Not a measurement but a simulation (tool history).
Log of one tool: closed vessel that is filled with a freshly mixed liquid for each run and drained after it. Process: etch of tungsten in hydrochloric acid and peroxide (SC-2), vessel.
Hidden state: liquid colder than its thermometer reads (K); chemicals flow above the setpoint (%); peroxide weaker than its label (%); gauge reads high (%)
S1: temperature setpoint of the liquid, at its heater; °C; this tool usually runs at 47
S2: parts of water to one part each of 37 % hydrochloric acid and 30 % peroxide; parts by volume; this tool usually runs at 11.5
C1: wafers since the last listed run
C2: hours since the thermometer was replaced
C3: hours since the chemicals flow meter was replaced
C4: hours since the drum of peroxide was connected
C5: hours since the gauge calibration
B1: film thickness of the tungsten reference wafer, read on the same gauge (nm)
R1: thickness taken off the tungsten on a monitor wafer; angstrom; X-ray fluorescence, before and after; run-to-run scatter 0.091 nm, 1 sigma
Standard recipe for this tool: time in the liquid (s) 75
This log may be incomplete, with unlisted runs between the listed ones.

run 1 day=0 | S1=47 S2=7 time_in_the_liquid_(s)=75 | C1=0 C2=8.6 C3=263.4 C4=111.8 C5=358.8 | B1=130.04 | R1=151.3
run 2 day=1.05 | S1=47 S2=7 time_in_the_liquid_(s)=75 | C1=3435 C2=33.8 C3=288.6 C4=137 C5=384 | B1=130.01 | R1=151.5
run 3 day=2.258 | S1=47 S2=11.5 time_in_the_liquid_(s)=75 | C1=3953 C2=62.8 C3=317.6 C4=166 C5=413 | B1=130.03 | R1=100.3
run 4 day=4.367 | S1=47 S2=11.5 time_in_the_liquid_(s)=75 | C1=6898 C2=113.4 C3=368.2 C4=216.6 C5=463.6 | B1=129.99 | R1=97.5
run 5 day=6.375 | S1=44.5 S2=11.5 time_in_the_liquid_(s)=75 | C1=6571 C2=161.6 C3=416.4 C4=264.8 C5=511.8 | B1=130.02 | R1=82.7
-- day=7.575 chemicals flow meter replaced
run 6 day=7.596 | S1=44.5 S2=11.5 time_in_the_liquid_(s)=75 | C1=3858 C2=190.9 C3=0.5 C4=294.1 C5=541.1 | B1=130.01 | R1=81.7
-- day=7.8 new drum of peroxide connected
run 7 day=8.746 | S1=47 S2=13 time_in_the_liquid_(s)=75 | C1=3626 C2=218.5 C3=28.1 C4=22.7 C5=568.7 | B1=130.03 | R1=93.8
run 8 day=10.804 | S1=47 S2=13 time_in_the_liquid_(s)=75 | C1=6735 C2=267.9 C3=77.5 C4=72.1 C5=618.1 | B1=129.99 | R1=90.6
run 9 day=13.121 | S1=47 S2=13 time_in_the_liquid_(s)=75 | C1=7580 C2=323.5 C3=133.1 C4=127.7 C5=673.7 | B1=130 | R1=90.3
run 10 day=15.679 | S1=47 S2=11.5 time_in_the_liquid_(s)=75 | C1=8371 C2=384.9 C3=194.5 C4=189.1 C5=735.1 | B1=129.99 | R1=98.4
run 11 day=19.079 | S1=51.5 S2=15.5 time_in_the_liquid_(s)=40 | C1=11125 C2=466.5 C3=276.1 C4=270.7 C5=816.7 | B1=130 | R1=53.3
-- day=19.867 new drum of peroxide connected
run 12 day=20.804 | S1=56.5 S2=11.5 time_in_the_liquid_(s)=75 | C1=5508 C2=507.9 C3=317.5 C4=22.5 C5=858.1 | B1=129.98 | R1=193.9
run 13 day=22.154 | S1=56.5 S2=9 time_in_the_liquid_(s)=55 | C1=4417 C2=540.3 C3=349.9 C4=54.9 C5=890.5 | B1=129.99 | R1=171.4
run 14 day=24.842 | S1=52.5 S2=10 time_in_the_liquid_(s)=75 | C1=8793 C2=604.8 C3=414.4 C4=119.4 C5=955 | B1=130.03 | R1=162.6
-- day=25.588 chemicals flow meter replaced
run 15 day=27.7 | S1=43 S2=17.5 time_in_the_liquid_(s)=115 | C1=9216 C2=673.4 C3=50.7 C4=188 C5=1023.6 | B1=130.01 | R1=78.6
-- day=28.671 gauge calibrated
run 16 day=29.192 | S1=47 S2=11.5 time_in_the_liquid_(s)=75 | C1=4880 C2=709.2 C3=86.5 C4=223.8 C5=12.5 | B1=129.99 | R1=96.8
-- day=29.438 thermometer replaced
-- day=31.417 new drum of peroxide connected
run 17 day=31.754 | S1=47 S2=13 time_in_the_liquid_(s)=75 | C1=8112 C2=55.6 C3=148 C4=8.1 C5=74 | B1=129.99 | R1=94.1
run 18 day=34.317 | S1=56.5 S2=16 time_in_the_liquid_(s)=50 | C1=8384 C2=117.1 C3=209.5 C4=69.6 C5=135.5 | B1=130.01 | R1=94
run 19 day=35.704 | S1=47 S2=6 time_in_the_liquid_(s)=75 | C1=4540 C2=150.4 C3=242.8 C4=102.9 C5=168.8 | B1=129.96 | R1=168.9
run 20 day=37.183 | S1=37.5 S2=17 time_in_the_liquid_(s)=55 | C1=4839 C2=185.9 C3=278.3 C4=138.4 C5=204.3 | B1=130.04 | R1=26.5
run 21 day=39.842 | S1=47 S2=11.5 time_in_the_liquid_(s)=75 | C1=8698 C2=249.7 C3=342.1 C4=202.2 C5=268.1 | B1=130.04 | R1=98.5

Predict each of these 5 candidate next runs independently; none follows another, all start after run 21:
run A day=39.871 | S1=47 S2=9.5 time_in_the_liquid_(s)=75 | C1=95 C2=250.4 C3=342.8 C4=202.9 C5=268.8 | B1=? | R1=?
run B day=39.871 | S1=41 S2=11.5 time_in_the_liquid_(s)=35 | C1=95 C2=250.4 C3=342.8 C4=202.9 C5=268.8 | B1=? | R1=?
run C day=39.871 | S1=47 S2=11.5 time_in_the_liquid_(s)=50 | C1=95 C2=250.4 C3=342.8 C4=202.9 C5=268.8 | B1=? | R1=?
run D day=39.871 | S1=47 S2=11.5 time_in_the_liquid_(s)=35 | C1=95 C2=250.4 C3=342.8 C4=202.9 C5=268.8 | B1=? | R1=?
run E day=39.871 | S1=38 S2=11.5 time_in_the_liquid_(s)=75 | C1=95 C2=250.4 C3=342.8 C4=202.9 C5=268.8 | B1=? | R1=?

run=A B1=130.01 R1=116.9
run=B B1=130.01 R1=30.6
run=C B1=130.01 R1=66.3
run=D B1=130.01 R1=46.4
run=E B1=130.01 R1=53
What these runs would have given with no unlogged condition in the tool:
run=A R1=123.6
run=B R1=32.4
run=C R1=70.2
run=D R1=49.1
run=E R1=56.1

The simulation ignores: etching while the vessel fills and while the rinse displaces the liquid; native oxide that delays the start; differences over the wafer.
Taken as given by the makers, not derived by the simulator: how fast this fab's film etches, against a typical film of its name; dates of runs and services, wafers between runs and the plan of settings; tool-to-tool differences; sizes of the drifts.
